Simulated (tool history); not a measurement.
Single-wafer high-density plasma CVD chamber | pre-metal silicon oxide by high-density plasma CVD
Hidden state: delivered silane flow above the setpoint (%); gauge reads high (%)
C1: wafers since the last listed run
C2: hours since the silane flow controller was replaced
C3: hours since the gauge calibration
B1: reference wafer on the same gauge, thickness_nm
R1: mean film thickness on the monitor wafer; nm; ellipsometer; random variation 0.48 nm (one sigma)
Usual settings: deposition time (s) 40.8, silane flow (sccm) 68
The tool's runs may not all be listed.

Run 1, hour 0: usual settings; C1 0; C2 4935.3; C3 159.1; B1 342.538. Result: R1 325.741 nm.
Run 2, hour 8.2: usual settings but deposition time (s) 44.5; C1 224; C2 4943.5; C3 167.3; B1 342.651. Result: R1 356.134 nm.
Run 3, hour 20.8: usual settings; C1 345; C2 4956.1; C3 179.9; B1 342.503. Result: R1 326.287 nm.
Run 4, hour 36.5: usual settings but deposition time (s) 43.4, silane flow (sccm) 58; C1 430; C2 4971.8; C3 195.6; B1 342.63. Result: R1 301.4 nm.
Run 5, hour 67.9: usual settings but deposition time (s) 43.4, silane flow (sccm) 58; C1 861; C2 5003.2; C3 227; B1 342.832. Result: R1 300.142 nm.
Run 6, hour 74.3: usual settings but deposition time (s) 43.4, silane flow (sccm) 58; C1 175; C2 5009.6; C3 233.4; B1 342.833. Result: R1 300.801 nm.
Run 7, hour 82.1: usual settings; C1 213; C2 5017.4; C3 241.2; B1 342.793. Result: R1 326.96 nm.
At hour 95.7: gauge calibrated.
Run 8, hour 99.3: usual settings; C1 471; C2 5034.6; C3 3.6; B1 339.116. Result: R1 322.513 nm.
At hour 123.9: silane flow controller replaced.
Run 9, hour 124.4: usual settings; C1 468; C2 0.5; C3 28.7; B1 339.893. Result: R1 323.497 nm.
Run 10, hour 128.1: usual settings; C1 101; C2 4.2; C3 32.4; B1 340.025. Result: R1 324.355 nm.
Run 11, hour 141.5: usual settings but deposition time (s) 34.5, silane flow (sccm) 79; C1 367; C2 17.6; C3 45.8; B1 340.333. Result: R1 314.428 nm.
Run 12, hour 158.9: usual settings but deposition time (s) 44.1, silane flow (sccm) 75; C1 477; C2 35; C3 63.2; B1 340.772. Result: R1 383.656 nm.
Run 13, hour 169.5: usual settings but deposition time (s) 46.1, silane flow (sccm) 59; C1 290; C2 45.6; C3 73.8; B1 340.982. Result: R1 323.401 nm.
Run 14, hour 180.8: usual settings; C1 309; C2 56.9; C3 85.1; B1 340.987. Result: R1 324.665 nm.
Run 15, hour 194: usual settings but deposition time (s) 34.6, silane flow (sccm) 64; C1 362; C2 70.1; C3 98.3; B1 341.247. Result: R1 261.655 nm.
Run 16, hour 210.6: usual settings but deposition time (s) 38.4, silane flow (sccm) 59; C1 455; C2 86.7; C3 114.9; B1 341.59. Result: R1 269.154 nm.
Run 17, hour 219.8: usual settings but deposition time (s) 33.9, silane flow (sccm) 56; C1 252; C2 95.9; C3 124.1; B1 341.476. Result: R1 226.965 nm.
Run 18, hour 229.2: usual settings; C1 257; C2 105.3; C3 133.5; B1 341.705. Result: R1 325.465 nm.
Run 19, hour 240: usual settings but deposition time (s) 45.8, silane flow (sccm) 62; C1 296; C2 116.1; C3 144.3; B1 341.892. Result: R1 335.684 nm.
Run 20, hour 252.6: usual settings but silane flow (sccm) 63; C1 345; C2 128.7; C3 156.9; B1 341.995. Result: R1 303.998 nm.
Run 21, hour 268.5: usual settings but deposition time (s) 46.5, silane flow (sccm) 78; C1 436; C2 144.6; C3 172.8; B1 342.007. Result: R1 421.22 nm.

Forecast each of these 3 alternatives for the next run:
Run A, hour 268.9: usual settings but silane flow (sccm) 72; C1 10; C2 145; C3 173.2; B1 ?. Result: R1 ?.
Run B, hour 268.9: usual settings but silane flow (sccm) 76; C1 10; C2 145; C3 173.2; B1 ?. Result: R1 ?.
Run C, hour 268.9: usual settings but deposition time (s) 47.8, silane flow (sccm) 57; C1 10; C2 145; C3 173.2; B1 ?. Result: R1 ?.

run       B1       R1
  A  342.078  343.622
  B  342.078  361.097
  C  342.078  325.805
Without the tool's hidden state the same runs would have given:
run       R1
  A  340.565
  B  357.884
  C  322.906
